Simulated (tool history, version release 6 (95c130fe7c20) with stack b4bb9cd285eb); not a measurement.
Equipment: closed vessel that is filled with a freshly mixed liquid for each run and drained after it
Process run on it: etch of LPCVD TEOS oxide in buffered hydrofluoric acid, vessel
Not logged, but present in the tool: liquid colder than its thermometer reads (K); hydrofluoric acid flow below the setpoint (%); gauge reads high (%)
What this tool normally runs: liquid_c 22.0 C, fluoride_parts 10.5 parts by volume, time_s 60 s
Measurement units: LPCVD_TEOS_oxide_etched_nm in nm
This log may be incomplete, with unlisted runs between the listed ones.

run,hour,liquid_c,fluoride_parts,time_s,wafers since the last listed run,hours since the thermometer was replaced,hours since the hydrofluoric acid flow meter was replaced,hours since the gauge calibration,"read-back film thickness of the LPCVD TEOS oxide reference wafer, read on the same gauge (nm)",LPCVD_TEOS_oxide_etched_nm
1,0.0,22.0,10.5,60,0,1768.0,259.7,987.8,110.03,68.73
2,22.6,22.0,10.5,60,2384,1790.6,282.3,1010.4,110.00,68.48
# hour 42.8: thermometer replaced
3,44.1,22.0,10.5,60,2162,1.3,303.8,1031.9,110.01,77.51
4,63.5,22.0,11.5,45,2046,20.7,323.2,1051.3,109.99,52.35
5,92.8,22.0,11.5,45,3091,50.0,352.5,1080.6,110.03,52.84
6,109.9,19.5,13.0,60,1804,67.1,369.6,1097.7,109.99,53.45
7,127.9,19.5,13.0,60,1898,85.1,387.6,1115.7,109.96,53.39
8,158.3,22.0,10.5,60,3207,115.5,418.0,1146.1,110.00,75.57
9,182.4,22.0,10.5,60,2542,139.6,442.1,1170.2,110.01,74.73
10,202.2,17.5,9.0,85,2088,159.4,461.9,1190.0,109.98,94.28
11,215.9,17.5,9.0,35,1445,173.1,475.6,1203.7,109.98,38.79
# hour 230.5: gauge calibrated
12,250.6,17.0,12.0,45,3660,207.8,510.3,20.1,110.02,36.88
13,283.5,17.5,7.5,60,3470,240.7,543.2,53.0,109.99,77.77
# hour 303.5: hydrofluoric acid flow meter replaced
14,306.1,22.0,10.5,60,2278,263.3,2.6,75.6,110.00,79.37
15,330.2,22.0,10.5,60,2542,287.4,26.7,99.7,110.01,78.51
16,345.2,22.0,8.5,85,1582,302.4,41.7,114.7,109.96,133.14
17,365.2,22.0,10.5,80,2109,322.4,61.7,134.7,110.01,103.72
18,392.7,18.5,8.5,40,2901,349.9,89.2,162.2,109.97,50.45
19,428.7,22.0,10.5,45,3797,385.9,125.2,198.2,109.98,57.18
20,448.6,19.0,12.5,80,2099,405.8,145.1,218.1,109.97,71.92
21,511.5,22.0,10.5,60,6635,468.7,208.0,281.0,110.02,75.81
22,544.5,20.5,10.5,60,3481,501.7,241.0,314.0,110.00,69.07
23,561.4,18.0,10.5,85,1782,518.6,257.9,330.9,109.97,84.39
24,587.8,24.0,13.5,45,2785,545.0,284.3,357.3,110.02,49.01
25,610.8,20.5,10.5,60,2426,568.0,307.3,380.3,109.99,67.81
26,624.7,22.0,10.5,60,1466,581.9,321.2,394.2,109.96,73.91
27,648.7,22.0,7.5,60,2531,605.9,345.2,418.2,110.03,100.83
28,676.2,22.0,10.5,60,2901,633.4,372.7,445.7,110.01,73.43
29,701.2,22.0,10.5,85,2637,658.4,397.7,470.7,110.04,104.37
30,735.0,25.0,10.5,60,3565,692.2,431.5,504.5,109.97,85.99
31,758.0,22.0,14.0,70,2426,715.2,454.5,527.5,109.99,63.06
32,777.6,17.0,8.0,60,2067,734.8,474.1,547.1,110.03,68.69

5 options for the next run, each taken on its own from the tool as it stands now. Forecast them:
A,778.3,22.0,10.5,60,73,735.5,474.8,547.8,?,?
B,778.3,19.0,8.5,45,73,735.5,474.8,547.8,?,?
C,778.3,22.0,14.0,60,73,735.5,474.8,547.8,?,?
D,778.3,22.0,10.5,30,73,735.5,474.8,547.8,?,?
E,778.3,26.5,10.5,60,73,735.5,474.8,547.8,?,?

run,"read-back film thickness of the LPCVD TEOS oxide reference wafer, read on the same gauge (nm)",LPCVD_TEOS_oxide_etched_nm
A,110.02,72.18
B,110.02,54.26
C,110.02,54.45
D,110.02,36.09
E,110.02,92.36
Stripped of hidden state, with their random variation kept, the same runs would have yielded:
run,LPCVD_TEOS_oxide_etched_nm
A,80.43
B,60.84
C,60.70
D,40.21
E,102.75

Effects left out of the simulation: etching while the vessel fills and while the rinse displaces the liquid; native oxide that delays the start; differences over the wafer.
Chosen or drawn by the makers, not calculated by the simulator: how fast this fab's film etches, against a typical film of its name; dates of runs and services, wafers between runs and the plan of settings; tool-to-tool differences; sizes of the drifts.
